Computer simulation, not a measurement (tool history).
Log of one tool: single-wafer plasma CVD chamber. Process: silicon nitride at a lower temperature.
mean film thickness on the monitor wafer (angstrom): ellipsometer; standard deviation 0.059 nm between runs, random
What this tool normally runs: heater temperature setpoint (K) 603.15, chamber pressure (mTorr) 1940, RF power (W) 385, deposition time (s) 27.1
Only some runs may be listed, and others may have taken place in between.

run   hour  heater temperature setpoint (K)  chamber pressure (mTorr)  RF power (W)  deposition time (s)  read-back reference wafer on the same gauge, thickness_nm  mean film thickness on the monitor wafer (angstrom)
  1      0                           603.15                      1940           385                 28.3                                                     45.187                                               396.94
      14.4  -- gauge calibrated
  2   16.9                           603.15                      1940           385                 28.3                                                     45.223                                               396.97
  3   28.7                           603.15                      1940           385                 28.3                                                     45.209                                               395.71
  4   46.6                           603.15                      1940           385                 27.1                                                     45.205                                               379.67
  5   56.1                           603.15                      1940           385                 27.1                                                     45.194                                               378.04
  6     71                           603.15                      1940           385                 27.1                                                     45.191                                               380.73
  7     78                           603.15                      1940           385                 27.1                                                      45.19                                                378.5
  8   86.1                           603.15                      1940           385                 27.1                                                     45.183                                               379.59
     106.9  -- thermocouple changed; heater temperature recalibrated
     111.4  -- capacitance manometer re-zeroed and calibrated
  9  111.9                           598.15                      1940           385                 27.1                                                     45.213                                               380.88
 10  112.2                           597.15                      1750           440                 30.7                                                     45.186                                               438.52
     122.3  -- showerhead replaced
 11  123.1                           617.15                      2400           410                 27.1                                                     45.149                                               413.19
 12    145                           593.15                      1940           440                 27.1                                                     45.217                                               402.28
 13  155.5                           603.15                      1940           385                 27.1                                                     45.226                                               378.72
     166.2  -- gauge calibrated
     167.6  -- RF generator calibrated
 14    192                           609.15                      2150           410                 22.9                                                     45.179                                               350.24
 15  207.6                           603.15                      1940           385                 27.1                                                     45.183                                               391.16
 16  216.9                           592.15                      2290           330                 27.1                                                      45.18                                               388.41

What if the next run were any one of these 4? Each begins from the tool's condition after run 16:
  A  217.3                           603.15                      2420           385                 27.1                                                          ?                                                    ?
  B  217.3                           596.15                      1940           415                 27.1                                                          ?                                                    ?
  C  217.3                           610.15                      1940           385                 27.1                                                          ?                                                    ?
  D  217.3                           603.15                      1940           340                 25.5                                                          ?                                                    ?

run  read-back reference wafer on the same gauge, thickness_nm  mean film thickness on the monitor wafer (angstrom)
  A                                                      45.23                                               420.14
  B                                                      45.23                                               405.45
  C                                                      45.23                                               391.52
  D                                                      45.23                                               351.02
Stripped of hidden state, with their random variation kept, the same runs would have yielded:
run  mean film thickness on the monitor wafer (angstrom)
  A                                               422.62
  B                                               407.69
  C                                               393.83
  D                                               353.09
